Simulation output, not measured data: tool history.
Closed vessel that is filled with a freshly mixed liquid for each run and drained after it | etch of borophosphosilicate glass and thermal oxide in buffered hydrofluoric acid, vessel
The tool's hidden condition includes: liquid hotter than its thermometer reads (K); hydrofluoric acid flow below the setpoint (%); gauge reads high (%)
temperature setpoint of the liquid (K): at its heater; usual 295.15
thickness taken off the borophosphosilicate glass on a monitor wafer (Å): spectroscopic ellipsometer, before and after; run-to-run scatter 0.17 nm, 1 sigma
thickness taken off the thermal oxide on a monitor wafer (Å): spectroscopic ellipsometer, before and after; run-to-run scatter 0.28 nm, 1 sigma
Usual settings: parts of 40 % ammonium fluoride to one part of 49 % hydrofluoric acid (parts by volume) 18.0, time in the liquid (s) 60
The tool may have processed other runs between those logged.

| run | day | temperature setpoint of the liquid (K) | parts of 40 % ammonium fluoride to one part of 49 % hydrofluoric acid (parts by volume) | time in the liquid (s) | wafers since the last listed run | hours since the thermometer was replaced | hours since the hydrofluoric acid flow meter was replaced | hours since the gauge calibration | read-back film thickness of the borophosphosilicate glass reference wafer, read on the same gauge (nm) | read-back film thickness of the thermal oxide reference wafer, read on the same gauge (nm) | thickness taken off the borophosphosilicate glass on a monitor wafer (Å) | thickness taken off the thermal oxide on a monitor wafer (Å) |
|---|---|---|---|---|---|---|---|---|---|---|---|---|
| 1 | 0.000 | 296.65 | 18.0 | 60 | 0 | 130.9 | 1984.1 | 815.0 | 89.98 | 70.01 | 492.7 | 345.2 |
| 2 | 0.796 | 296.65 | 18.0 | 60 | 1504 | 150.0 | 2003.2 | 834.1 | 90.02 | 69.96 | 493.5 | 333.5 |
| 3 | 1.696 | 295.15 | 18.0 | 60 | 1701 | 171.6 | 2024.8 | 855.7 | 90.01 | 69.98 | 452.6 | 312.0 |
| 4 | 3.196 | 295.15 | 18.0 | 60 | 2835 | 207.6 | 2060.8 | 891.7 | 89.99 | 70.03 | 452.2 | 312.1 |
| 5 | 4.071 | 290.65 | 18.0 | 60 | 1654 | 228.6 | 2081.8 | 912.7 | 90.02 | 69.96 | 354.7 | 238.4 |
| 6 | 5.521 | 295.15 | 18.0 | 60 | 2740 | 263.4 | 2116.6 | 947.5 | 89.97 | 69.98 | 454.3 | 311.3 |
| 7 | 6.138 | 295.15 | 18.0 | 60 | 1165 | 278.2 | 2131.4 | 962.3 | 90.02 | 69.99 | 453.1 | 311.1 |
|  | 6.462 | hydrofluoric acid flow meter replaced |
| 8 | 7.117 | 299.65 | 18.0 | 30 | 1772 | 301.7 | 15.7 | 985.8 | 89.99 | 70.00 | 312.0 | 216.0 |
| 9 | 8.612 | 300.15 | 18.0 | 60 | 2827 | 337.6 | 51.6 | 1021.7 | 90.00 | 70.05 | 641.7 | 443.6 |
| 10 | 10.100 | 295.15 | 18.0 | 60 | 2811 | 373.3 | 87.3 | 1057.4 | 90.02 | 70.01 | 488.8 | 337.6 |
| 11 | 11.221 | 291.65 | 14.5 | 45 | 2118 | 400.2 | 114.2 | 1084.3 | 89.99 | 70.03 | 375.0 | 255.8 |
| 12 | 12.004 | 295.15 | 18.0 | 60 | 1480 | 419.0 | 133.0 | 1103.1 | 90.00 | 69.96 | 491.4 | 333.5 |
|  | 13.175 | gauge calibrated |
| 13 | 13.175 | 293.65 | 22.0 | 95 | 2213 | 447.1 | 161.1 | 0.0 | 90.01 | 69.98 | 606.2 | 411.0 |
| 14 | 13.754 | 295.15 | 18.0 | 60 | 1094 | 461.0 | 175.0 | 13.9 | 90.00 | 70.00 | 485.8 | 338.3 |
| 15 | 14.583 | 295.15 | 18.0 | 30 | 1567 | 480.9 | 194.9 | 33.8 | 90.01 | 70.03 | 242.5 | 168.4 |
| 16 | 15.988 | 299.15 | 18.0 | 85 | 2654 | 514.6 | 228.6 | 67.5 | 90.02 | 69.98 | 860.1 | 589.7 |
| 17 | 17.312 | 298.15 | 18.0 | 30 | 2504 | 546.4 | 260.4 | 99.3 | 90.00 | 70.01 | 288.6 | 198.5 |
| 18 | 18.242 | 297.65 | 18.0 | 60 | 1756 | 568.7 | 282.7 | 121.6 | 90.00 | 69.97 | 561.8 | 381.9 |
| 19 | 18.996 | 297.15 | 21.0 | 60 | 1425 | 586.8 | 300.8 | 139.7 | 90.00 | 70.02 | 473.1 | 322.6 |
| 20 | 20.017 | 292.65 | 18.0 | 35 | 1929 | 611.3 | 325.3 | 164.2 | 89.99 | 70.00 | 248.5 | 170.1 |
| 21 | 20.812 | 298.15 | 13.5 | 80 | 1504 | 630.4 | 344.4 | 183.3 | 90.01 | 70.00 | 1017.5 | 707.5 |
| 22 | 21.388 | 292.15 | 16.0 | 30 | 1086 | 644.2 | 358.2 | 197.1 | 90.01 | 70.00 | 232.1 | 159.0 |
| 23 | 22.562 | 295.15 | 18.0 | 60 | 2221 | 672.4 | 386.4 | 225.3 | 90.02 | 70.01 | 488.1 | 331.0 |
| 24 | 23.225 | 291.65 | 18.0 | 60 | 1252 | 688.3 | 402.3 | 241.2 | 90.02 | 69.99 | 405.0 | 271.7 |
| 25 | 24.475 | 295.15 | 18.0 | 60 | 2362 | 718.3 | 432.3 | 271.2 | 90.00 | 70.04 | 488.3 | 333.9 |

4 options for the next run, each taken on its own from the tool as it stands now. Forecast them:
| A | 24.504 | 295.15 | 18.0 | 60 | 55 | 719.0 | 433.0 | 271.9 | ? | ? | ? | ? |
| B | 24.504 | 297.15 | 11.0 | 60 | 55 | 719.0 | 433.0 | 271.9 | ? | ? | ? | ? |
| C | 24.504 | 299.65 | 22.0 | 90 | 55 | 719.0 | 433.0 | 271.9 | ? | ? | ? | ? |
| D | 24.504 | 292.15 | 14.5 | 90 | 55 | 719.0 | 433.0 | 271.9 | ? | ? | ? | ? |

| run | read-back film thickness of the borophosphosilicate glass reference wafer, read on the same gauge (nm) | read-back film thickness of the thermal oxide reference wafer, read on the same gauge (nm) | thickness taken off the borophosphosilicate glass on a monitor wafer (Å) | thickness taken off the thermal oxide on a monitor wafer (Å) |
|---|---|---|---|---|
| A | 90.00 | 70.02 | 490.5 | 332.9 |
| B | 90.00 | 70.02 | 888.5 | 602.3 |
| C | 90.00 | 70.02 | 796.0 | 541.9 |
| D | 90.00 | 70.02 | 772.3 | 522.7 |
Without the tool's hidden state the same runs would have given:
| run | thickness taken off the borophosphosilicate glass on a monitor wafer (Å) | thickness taken off the thermal oxide on a monitor wafer (Å) |
|---|---|---|
| A | 487.1 | 330.5 |
| B | 882.6 | 598.1 |
| C | 786.4 | 535.2 |
| D | 766.6 | 518.7 |

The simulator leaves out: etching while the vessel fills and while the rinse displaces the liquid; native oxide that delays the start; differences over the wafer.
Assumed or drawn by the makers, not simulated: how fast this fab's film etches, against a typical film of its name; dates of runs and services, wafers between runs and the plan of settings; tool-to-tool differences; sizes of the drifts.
